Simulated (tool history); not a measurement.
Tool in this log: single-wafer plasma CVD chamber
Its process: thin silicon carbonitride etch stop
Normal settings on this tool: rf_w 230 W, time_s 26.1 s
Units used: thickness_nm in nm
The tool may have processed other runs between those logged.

run,hour,rf_w,time_s,wafers since the last listed run,hours since the last thermocouple change,hours since the last RF generator calibration,hours since the showerhead was replaced,hours since the gauge calibration,"read-back reference wafer on the same gauge, thickness_nm",thickness_nm
1,0.0,230,29.2,0,1317.1,2037.3,3420.0,884.6,16.908,16.504
2,51.6,230,29.2,846,1368.7,2088.9,3471.6,936.2,16.895,16.603
3,105.6,230,26.1,886,1422.7,2142.9,3525.6,990.2,16.903,14.769
4,169.8,230,26.1,1053,1486.9,2207.1,3589.8,1054.4,16.903,14.750
5,204.7,230,26.1,572,1521.8,2242.0,3624.7,1089.3,16.904,14.717
6,242.3,230,24.7,616,1559.4,2279.6,3662.3,1126.9,16.901,13.945
7,278.4,230,24.7,592,1595.5,2315.7,3698.4,1163.0,16.905,13.955
8,319.2,230,24.7,669,1636.3,2356.5,3739.2,1203.8,16.896,14.017
9,350.1,230,26.1,507,1667.2,2387.4,3770.1,1234.7,16.908,14.708
10,416.4,230,26.1,1087,1733.5,2453.7,3836.4,1301.0,16.909,14.716
11,462.5,265,26.1,756,1779.6,2499.8,3882.5,1347.1,16.904,15.188
12,496.7,265,26.1,561,1813.8,2534.0,3916.7,1381.3,16.896,15.254
13,562.6,265,26.1,1081,1879.7,2599.9,3982.6,1447.2,16.905,15.270
14,623.8,260,26.1,1004,1940.9,2661.1,4043.8,1508.4,16.892,15.113
15,665.0,230,26.1,676,1982.1,2702.3,4085.0,1549.6,16.903,14.687
16,714.0,190,23.4,804,2031.1,2751.3,4134.0,1598.6,16.889,12.648
17,740.1,220,27.7,428,2057.2,2777.4,4160.1,1624.7,16.906,15.449
# hour 767.6: thermocouple changed; heater temperature recalibrated
18,796.8,255,31.0,799,29.2,2834.1,4216.8,1681.4,16.899,17.860
# hour 812.0: RF generator calibrated
19,866.9,230,26.1,1018,99.3,54.9,4286.9,1751.5,16.908,14.985
20,918.4,205,28.2,845,150.8,106.4,4338.4,1803.0,16.901,15.806
# hour 977.3: showerhead replaced
21,977.8,205,27.8,843,210.2,165.8,0.5,1862.4,16.905,15.517
# hour 1012.6: gauge calibrated
22,1034.3,230,21.7,927,266.7,222.3,57.0,21.7,16.906,12.479
23,1083.6,205,23.8,808,316.0,271.6,106.3,71.0,16.895,13.367
24,1151.0,230,26.1,1105,383.4,339.0,173.7,138.4,16.906,15.046
25,1192.5,205,28.7,680,424.9,380.5,215.2,179.9,16.888,16.021
26,1216.8,230,26.1,398,449.2,404.8,239.5,204.2,16.906,14.912
27,1270.6,230,26.1,882,503.0,458.6,293.3,258.0,16.903,14.883
28,1300.8,255,23.1,495,533.2,488.8,323.5,288.2,16.896,13.483
29,1369.3,260,24.0,1124,601.7,557.3,392.0,356.7,16.908,14.168
30,1409.9,265,26.1,666,642.3,597.9,432.6,397.3,16.891,15.386
31,1450.1,230,26.1,659,682.5,638.1,472.8,437.5,16.893,14.996
32,1482.3,265,27.6,528,714.7,670.3,505.0,469.7,16.905,16.242
33,1528.3,230,26.1,754,760.7,716.3,551.0,515.7,16.910,14.981
34,1584.8,245,23.7,927,817.2,772.8,607.5,572.2,16.895,13.704
35,1651.1,230,26.1,1087,883.5,839.1,673.8,638.5,16.898,14.976
36,1675.8,195,27.9,405,908.2,863.8,698.5,663.2,16.900,15.352

Run-by-run hidden state of the tool:
wafer temperature above the value expected at the setpoint (K): 0 on each run
gauge reads high (%): 0 on each run
H1: delivered RF power above the setpoint (%)
run,H1
1,-7.45
2,-7.62
3,-7.79
4,-8
5,-8.11
6,-8.23
7,-8.34
8,-8.47
9,-8.57
10,-8.79
11,-8.93
12,-9.04
13,-9.25
14,-9.45
15,-9.58
16,-9.74
17,-9.82
18,-10
19,-1.78
20,-1.94
21,-2.13
22,-2.32
23,-2.47
24,-2.69
25,-2.82
26,-2.9
27,-3.07
28,-3.17
29,-3.39
30,-3.52
31,-3.65
32,-3.75
33,-3.9
34,-4.08
35,-4.29
36,-4.37

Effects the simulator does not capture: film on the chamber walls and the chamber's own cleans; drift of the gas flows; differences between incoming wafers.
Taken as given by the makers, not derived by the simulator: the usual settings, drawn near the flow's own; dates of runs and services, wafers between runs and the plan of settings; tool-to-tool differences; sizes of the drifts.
